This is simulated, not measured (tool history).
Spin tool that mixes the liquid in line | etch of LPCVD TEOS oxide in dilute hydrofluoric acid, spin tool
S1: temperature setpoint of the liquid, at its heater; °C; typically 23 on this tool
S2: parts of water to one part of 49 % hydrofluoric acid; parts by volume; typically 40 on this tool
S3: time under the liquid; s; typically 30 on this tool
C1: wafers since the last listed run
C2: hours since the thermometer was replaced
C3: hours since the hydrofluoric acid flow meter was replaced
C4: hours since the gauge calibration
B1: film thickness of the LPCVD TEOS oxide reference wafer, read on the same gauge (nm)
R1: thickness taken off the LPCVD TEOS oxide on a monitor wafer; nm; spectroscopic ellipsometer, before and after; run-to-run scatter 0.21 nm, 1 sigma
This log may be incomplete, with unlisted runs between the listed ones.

| run | day | S1 | S2 | S3 | C1 | C2 | C3 | C4 | B1 | R1 |
|---|---|---|---|---|---|---|---|---|---|---|
| 1 | 0 | 23 | 40 | 30 | 0 | 249.9 | 278.6 | 520.6 | 99.98 | 21.83 |
| 2 | 0.796 | 23 | 40 | 30 | 207 | 269 | 297.7 | 539.7 | 100.02 | 21.21 |
| 3 | 2.058 | 23 | 40 | 25 | 329 | 299.3 | 328 | 570 | 100 | 17.76 |
| 4 | 3.446 | 23 | 50 | 30 | 361 | 332.6 | 361.3 | 603.3 | 99.98 | 16.89 |
| 5 | 4.108 | 23 | 50 | 30 | 172 | 348.5 | 377.2 | 619.2 | 99.99 | 17.14 |
| 6 | 4.617 | 23 | 40 | 30 | 132 | 360.7 | 389.4 | 631.4 | 100.01 | 21.42 |
| 7 | 5.604 | 23 | 40 | 30 | 257 | 384.4 | 413.1 | 655.1 | 99.99 | 21.61 |
|  | 6.45 | hydrofluoric acid flow meter replaced |
| 8 | 6.9 | 23 | 40 | 30 | 326 | 415.5 | 10.8 | 686.2 | 100.01 | 22.35 |
| 9 | 7.533 | 23 | 45 | 30 | 165 | 430.7 | 26 | 701.4 | 99.99 | 19.95 |
| 10 | 8.65 | 23 | 45 | 30 | 291 | 457.5 | 52.8 | 728.2 | 99.99 | 20.02 |
| 11 | 9.208 | 23 | 40 | 30 | 145 | 470.9 | 66.2 | 741.6 | 100 | 22.67 |
| 12 | 10.029 | 23 | 40 | 30 | 213 | 490.6 | 85.9 | 761.3 | 100.01 | 22.56 |
| 13 | 11.488 | 23 | 40 | 30 | 380 | 525.6 | 120.9 | 796.3 | 100.02 | 22.23 |
|  | 11.567 | gauge calibrated |
| 14 | 12.758 | 23 | 40 | 30 | 331 | 556.1 | 151.4 | 28.6 | 100.02 | 22.48 |
| 15 | 13.746 | 23 | 25 | 45 | 257 | 579.8 | 175.1 | 52.3 | 99.98 | 56.24 |
| 16 | 14.346 | 19 | 40 | 20 | 156 | 594.2 | 189.5 | 66.7 | 99.98 | 12.51 |
| 17 | 15.179 | 24.5 | 40 | 15 | 217 | 614.2 | 209.5 | 86.7 | 100.01 | 11.98 |
| 18 | 15.904 | 20.5 | 30 | 20 | 189 | 631.6 | 226.9 | 104.1 | 100.01 | 18.19 |
| 19 | 17.171 | 20 | 25 | 15 | 330 | 662 | 257.3 | 134.5 | 100.04 | 16.59 |
| 20 | 18.246 | 19 | 50 | 25 | 280 | 687.8 | 283.1 | 160.3 | 100.02 | 12.62 |
| 21 | 18.917 | 28 | 20 | 15 | 174 | 703.9 | 299.2 | 176.4 | 99.99 | 28.12 |
| 22 | 20.338 | 24.5 | 50 | 35 | 370 | 738 | 333.3 | 210.5 | 100.02 | 22.29 |
| 23 | 21.15 | 25 | 45 | 20 | 211 | 757.5 | 352.8 | 230 | 99.99 | 14.54 |
| 24 | 21.717 | 25.5 | 50 | 40 | 147 | 771.1 | 366.4 | 243.6 | 99.97 | 25.91 |
| 25 | 22.575 | 23 | 30 | 25 | 223 | 791.7 | 387 | 264.2 | 100 | 25.5 |
|  | 24.179 | thermometer replaced |
| 26 | 25.842 | 23 | 40 | 30 | 840 | 39.9 | 465.4 | 342.6 | 100 | 20.26 |
|  | 27.067 | hydrofluoric acid flow meter replaced |
| 27 | 27.246 | 23 | 60 | 25 | 355 | 73.6 | 4.3 | 376.3 | 99.98 | 11.72 |
| 28 | 28.246 | 21 | 30 | 15 | 260 | 97.6 | 28.3 | 400.3 | 99.99 | 13.5 |
| 29 | 29.167 | 27.5 | 40 | 30 | 240 | 119.7 | 50.4 | 422.4 | 100.01 | 26.24 |
| 30 | 29.988 | 25 | 40 | 15 | 213 | 139.4 | 70.1 | 442.1 | 100 | 11.8 |
| 31 | 31.292 | 23 | 40 | 20 | 339 | 170.7 | 101.4 | 473.4 | 99.98 | 14.4 |
| 32 | 32.442 | 23 | 40 | 45 | 299 | 198.3 | 129 | 501 | 100 | 32.12 |

Here are 5 independent what-if runs from the current tool condition. What would each one return?
| A | 32.458 | 23 | 40 | 30 | 4 | 198.7 | 129.4 | 501.4 | ? | ? |
| B | 32.458 | 20.5 | 20 | 15 | 4 | 198.7 | 129.4 | 501.4 | ? | ? |
| C | 32.458 | 23 | 40 | 40 | 4 | 198.7 | 129.4 | 501.4 | ? | ? |
| D | 32.458 | 20.5 | 25 | 30 | 4 | 198.7 | 129.4 | 501.4 | ? | ? |
| E | 32.458 | 20 | 40 | 25 | 4 | 198.7 | 129.4 | 501.4 | ? | ? |

| run | B1 | R1 |
|---|---|---|
| A | 100.01 | 21.52 |
| B | 100.01 | 19.88 |
| C | 100.01 | 28.7 |
| D | 100.01 | 31.61 |
| E | 100.01 | 15.81 |
With the hidden condition removed and each run's random variation left untouched, the same runs would have given:
| run | R1 |
|---|---|
| A | 21.22 |
| B | 19.57 |
| C | 28.3 |
| D | 31.12 |
| E | 15.58 |
